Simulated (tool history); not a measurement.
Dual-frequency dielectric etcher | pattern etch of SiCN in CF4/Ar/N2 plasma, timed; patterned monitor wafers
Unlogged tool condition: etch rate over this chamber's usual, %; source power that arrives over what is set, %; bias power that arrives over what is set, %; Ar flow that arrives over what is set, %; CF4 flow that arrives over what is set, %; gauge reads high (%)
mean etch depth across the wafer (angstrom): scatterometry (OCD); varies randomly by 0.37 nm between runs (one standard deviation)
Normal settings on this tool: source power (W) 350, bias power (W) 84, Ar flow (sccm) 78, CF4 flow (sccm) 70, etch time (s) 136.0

run    hour  source power (W)  bias power (W)  Ar flow (sccm)  CF4 flow (sccm)  etch time (s)  wafers since the last listed run  hours since the last wet clean  hours since the last source power generator calibration  hours since the last bias power generator calibration  hours since the last Ar flow controller change  hours since the last CF4 flow controller change  hours since the last upper electrode change  hours since the gauge calibration  read-back reference wafer on the same gauge, depth_nm  mean etch depth across the wafer (angstrom)
  1     0.0               350              84              78               59          110.0                                 0                            25.1                                                     58.8                                                  213.4                                          2280.1                                            199.8                                        682.4                             1490.8                                                  113.1                                          871
  2    50.9               430             104              78               70          136.0                               458                            76.0                                                    109.7                                                  264.3                                          2331.0                                            250.7                                        733.3                             1541.7                                                  113.0                                         1443
  3   110.6               350              93              97               87          159.0                               537                           135.7                                                    169.4                                                  324.0                                          2390.7                                            310.4                                        793.0                             1601.4                                                  113.0                                         1328
  4   175.4               350              84              78               70          136.0                               583                           200.5                                                    234.2                                                  388.8                                          2455.5                                            375.2                                        857.8                             1666.2                                                  113.0                                         1113
      247.4  -- Ar flow controller replaced
  5   258.3               350              84              78               70          136.0                               692                           283.4                                                    317.1                                                  471.7                                            10.9                                            458.1                                        940.7                             1749.1                                                  113.0                                         1094
  6   299.8               350              74              70               58          168.0                               373                           324.9                                                    358.6                                                  513.2                                            52.4                                            499.6                                        982.2                             1790.6                                                  113.0                                         1283
  7   365.0               350              84              78               59          136.0                               586                           390.1                                                    423.8                                                  578.4                                           117.6                                            564.8                                       1047.4                             1855.8                                                  112.9                                         1071
  8   436.7               350              84              78               70          136.0                               645                           461.8                                                    495.5                                                  650.1                                           189.3                                            636.5                                       1119.1                             1927.5                                                  113.0                                         1095
  9   529.7               350              84              70               70          136.0                               837                           554.8                                                    588.5                                                  743.1                                           282.3                                            729.5                                       1212.1                             2020.5                                                  112.9                                         1108
      629.5  -- wet clean of the chamber
 10   630.0               310              84              70               53          136.0                               686                             0.5                                                    688.8                                                  843.4                                           382.6                                            829.8                                       1312.4                             2120.8                                                  113.0                                          948
 11   677.0               350              84              78               60          136.0                               423                            47.5                                                    735.8                                                  890.4                                           429.6                                            876.8                                       1359.4                             2167.8                                                  112.9                                         1076
      681.8  -- gauge calibrated
 12   766.8               350              96              78               77          172.0                               808                           137.3                                                    825.6                                                  980.2                                           519.4                                            966.6                                       1449.2                               85.0                                                  113.1                                         1458
 13   963.0               350              84              78               60          136.0                              1766                           333.5                                                   1021.8                                                 1176.4                                           715.6                                           1162.8                                       1645.4                              281.2                                                  113.0                                         1081
 14  1050.7               350              72              78               70          136.0                               789                           421.2                                                   1109.5                                                 1264.1                                           803.3                                           1250.5                                       1733.1                              368.9                                                  113.0                                         1063
 15  1102.8               430              84              67               70          136.0                               468                           473.3                                                   1161.6                                                 1316.2                                           855.4                                           1302.6                                       1785.2                              421.0                                                  113.0                                         1384
 16  1147.3               270              84              96               80          136.0                               400                           517.8                                                   1206.1                                                 1360.7                                           899.9                                           1347.1                                       1829.7                              465.5                                                  113.0                                          841
 17  1188.9               350              84              78               70          136.0                               374                           559.4                                                   1247.7                                                 1402.3                                           941.5                                           1388.7                                       1871.3                              507.1                                                  113.0                                         1111
     1266.2  -- wet clean of the chamber
 18  1273.7               420              66              78               70          136.0                               547                             7.5                                                   1332.5                                                 1487.1                                          1026.3                                           1473.5                                       1956.1                              591.9                                                  113.1                                         1251
 19  1313.1               260             102              62               70          101.5                               354                            46.9                                                   1371.9                                                 1526.5                                          1065.7                                           1512.9                                       1995.5                              631.3                                                  113.0                                          674
 20  1387.9               350              70              78               70          136.0                               673                           121.7                                                   1446.7                                                 1601.3                                          1140.5                                           1587.7                                       2070.3                              706.1                                                  113.1                                         1072

How the hidden state differs across the entries between the runs, from the last listed run before each to the first after it:
In the gap between runs 4 and 5: Ar flow controller replaced (hour 247.4)
  source power that arrives over what is set, %: 0.298 -> 0.339; Ar flow that arrives over what is set, %: -7.04 -> 0.954
  measured less the result without the state, mean etch depth across the wafer (angstrom): +16 -> +2
In the gap between runs 9 and 10: wet clean of the chamber (hour 629.5)
  source power that arrives over what is set, %: 0.562 -> 0.678; Ar flow that arrives over what is set, %: -1.39 -> -2.08
  measured less the result without the state, mean etch depth across the wafer (angstrom): +8 -> +10
In the gap between runs 11 and 12: gauge calibrated (hour 681.8)
  source power that arrives over what is set, %: 0.738 -> 0.865; Ar flow that arrives over what is set, %: -2.37 -> -2.89
  measured less the result without the state, mean etch depth across the wafer (angstrom): +12 -> +19
In the gap between runs 17 and 18: wet clean of the chamber (hour 1266.2)
  source power that arrives over what is set, %: 1.66 -> 1.85; Ar flow that arrives over what is set, %: -4.69 -> -4.95
  measured less the result without the state, mean etch depth across the wafer (angstrom): +25 -> +33
